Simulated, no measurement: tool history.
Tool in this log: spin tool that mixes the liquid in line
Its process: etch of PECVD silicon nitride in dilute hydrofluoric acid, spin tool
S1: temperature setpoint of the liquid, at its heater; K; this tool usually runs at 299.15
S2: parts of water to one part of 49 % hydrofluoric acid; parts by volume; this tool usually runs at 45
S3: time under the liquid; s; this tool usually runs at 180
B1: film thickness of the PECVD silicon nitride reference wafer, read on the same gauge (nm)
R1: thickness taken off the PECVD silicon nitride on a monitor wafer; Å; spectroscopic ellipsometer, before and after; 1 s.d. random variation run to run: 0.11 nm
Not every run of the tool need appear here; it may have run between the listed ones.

run 1 hour=0 | S1=299.15 S2=45 S3=180 | B1=89.98 | R1=212.9
run 2 hour=31.3 | S1=299.15 S2=45 S3=220 | B1=90 | R1=260.6
run 3 hour=49.6 | S1=299.15 S2=45 S3=180 | B1=89.99 | R1=212.1
run 4 hour=80.4 | S1=299.15 S2=45 S3=105 | B1=89.96 | R1=125.1
run 5 hour=101.1 | S1=299.15 S2=45 S3=105 | B1=90.01 | R1=126.4
run 6 hour=126.7 | S1=299.15 S2=45 S3=180 | B1=89.98 | R1=216.1
run 7 hour=140.5 | S1=294.15 S2=25 S3=180 | B1=89.98 | R1=273.3
run 8 hour=164.6 | S1=294.65 S2=65 S3=180 | B1=90.02 | R1=111.3
-- hour=184.8 gauge calibrated
run 9 hour=196 | S1=303.15 S2=45 S3=225 | B1=90 | R1=351.3
run 10 hour=208.5 | S1=295.65 S2=50 S3=285 | B1=89.98 | R1=248.6
-- hour=224.1 thermometer replaced
run 11 hour=235.7 | S1=297.15 S2=65 S3=120 | B1=89.97 | R1=75.9
run 12 hour=250.3 | S1=298.15 S2=45 S3=180 | B1=90.03 | R1=175.4
run 13 hour=269 | S1=296.65 S2=65 S3=105 | B1=90.01 | R1=65.9
run 14 hour=283 | S1=299.15 S2=45 S3=180 | B1=89.99 | R1=188.4
-- hour=286.1 hydrofluoric acid flow meter replaced
run 15 hour=300.8 | S1=301.15 S2=30 S3=95 | B1=89.96 | R1=156.6
run 16 hour=329.4 | S1=296.15 S2=60 S3=145 | B1=89.96 | R1=87.1

Run 17 is up next; what results do you expect?
run 17 hour=360.9 | S1=301.15 S2=35 S3=180 | B1=? | R1=?

Run 17 yielded B1 90.02, R1 256.9 Å.
Without the tool's hidden state the same run would have given R1 248.1 Å.
